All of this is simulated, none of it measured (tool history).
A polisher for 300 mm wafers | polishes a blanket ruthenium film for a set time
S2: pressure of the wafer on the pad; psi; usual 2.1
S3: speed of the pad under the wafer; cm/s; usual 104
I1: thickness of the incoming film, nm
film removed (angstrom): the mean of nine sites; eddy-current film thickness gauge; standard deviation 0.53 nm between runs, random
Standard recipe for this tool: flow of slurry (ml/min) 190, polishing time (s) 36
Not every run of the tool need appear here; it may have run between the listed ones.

{"run": 1, "hour": 0.0, "flow of slurry (ml/min)": 190, "S2": 2.1, "S3": 104, "polishing time (s)": 36, "I1": 372.6, "film removed (angstrom)": 284}
{"hour": 82.8, "done": "worn pad replaced by a new one"}
{"run": 2, "hour": 84.6, "flow of slurry (ml/min)": 190, "S2": 2.1, "S3": 104, "polishing time (s)": 36, "I1": 382.6, "film removed (angstrom)": 336}
{"run": 3, "hour": 160.7, "flow of slurry (ml/min)": 190, "S2": 2.1, "S3": 104, "polishing time (s)": 36, "I1": 377.1, "film removed (angstrom)": 311}
{"run": 4, "hour": 256.3, "flow of slurry (ml/min)": 190, "S2": 2.1, "S3": 104, "polishing time (s)": 36, "I1": 379.6, "film removed (angstrom)": 290}
{"run": 5, "hour": 341.0, "flow of slurry (ml/min)": 190, "S2": 2.1, "S3": 104, "polishing time (s)": 36, "I1": 375.8, "film removed (angstrom)": 287}
{"hour": 413.1, "done": "worn pad replaced by a new one"}
{"hour": 541.6, "done": "slurry nozzle cleaned"}
{"run": 6, "hour": 572.2, "flow of slurry (ml/min)": 190, "S2": 2.1, "S3": 104, "polishing time (s)": 36, "I1": 381.6, "film removed (angstrom)": 288}
{"run": 7, "hour": 676.1, "flow of slurry (ml/min)": 175, "S2": 1.8, "S3": 104, "polishing time (s)": 36, "I1": 385.1, "film removed (angstrom)": 235}
{"run": 8, "hour": 727.9, "flow of slurry (ml/min)": 190, "S2": 2.1, "S3": 104, "polishing time (s)": 36, "I1": 384.2, "film removed (angstrom)": 283}
{"hour": 736.6, "done": "worn pad replaced by a new one"}
{"hour": 898.9, "done": "head pressure recalibrated"}
{"run": 9, "hour": 956.1, "flow of slurry (ml/min)": 190, "S2": 2.6, "S3": 104, "polishing time (s)": 36, "I1": 377.2, "film removed (angstrom)": 389}
{"run": 10, "hour": 1012.5, "flow of slurry (ml/min)": 190, "S2": 2.4, "S3": 122, "polishing time (s)": 36, "I1": 378.8, "film removed (angstrom)": 422}
{"hour": 1066.8, "done": "worn pad replaced by a new one"}
{"run": 11, "hour": 1112.6, "flow of slurry (ml/min)": 190, "S2": 2.1, "S3": 104, "polishing time (s)": 36, "I1": 379.9, "film removed (angstrom)": 317}
{"run": 12, "hour": 1205.3, "flow of slurry (ml/min)": 175, "S2": 1.8, "S3": 104, "polishing time (s)": 36, "I1": 380.0, "film removed (angstrom)": 264}
{"run": 13, "hour": 1248.5, "flow of slurry (ml/min)": 140, "S2": 2.1, "S3": 88, "polishing time (s)": 36, "I1": 376.7, "film removed (angstrom)": 243}
{"run": 14, "hour": 1349.2, "flow of slurry (ml/min)": 190, "S2": 1.5, "S3": 104, "polishing time (s)": 33, "I1": 382.0, "film removed (angstrom)": 194}
{"hour": 1396.9, "done": "worn pad replaced by a new one"}
{"run": 15, "hour": 1451.2, "flow of slurry (ml/min)": 190, "S2": 2.1, "S3": 104, "polishing time (s)": 36, "I1": 376.4, "film removed (angstrom)": 312}
{"hour": 1498.9, "done": "slurry nozzle cleaned"}
{"run": 16, "hour": 1556.3, "flow of slurry (ml/min)": 230, "S2": 2.7, "S3": 104, "polishing time (s)": 23, "I1": 376.5, "film removed (angstrom)": 252}
{"run": 17, "hour": 1629.6, "flow of slurry (ml/min)": 190, "S2": 2.7, "S3": 86, "polishing time (s)": 36, "I1": 371.9, "film removed (angstrom)": 317}

A few steps of film removed (angstrom) between consecutive runs. Split each: what settings, incoming material and random variation would produce without the hidden state, and what is left over for the hidden state, along with gauge scatter present in only one of the two compared results (measured, and without hidden state):
What the log doesn't record here: removal rate lost through wear of the pad, %; slurry flow missing at the pad, %; deviation of the head's pressure from its setpoint, %.
Run 10 -> 11: S2 2.4 -> 2.1, S3 122 -> 104, worn pad replaced by a new one. film removed (angstrom) -105: hidden state +48, all else -153.
Run 14 -> 15: S2 1.5 -> 2.1, polishing time (s) 33 -> 36, worn pad replaced by a new one. film removed (angstrom) +118: hidden state +2, all else +116.
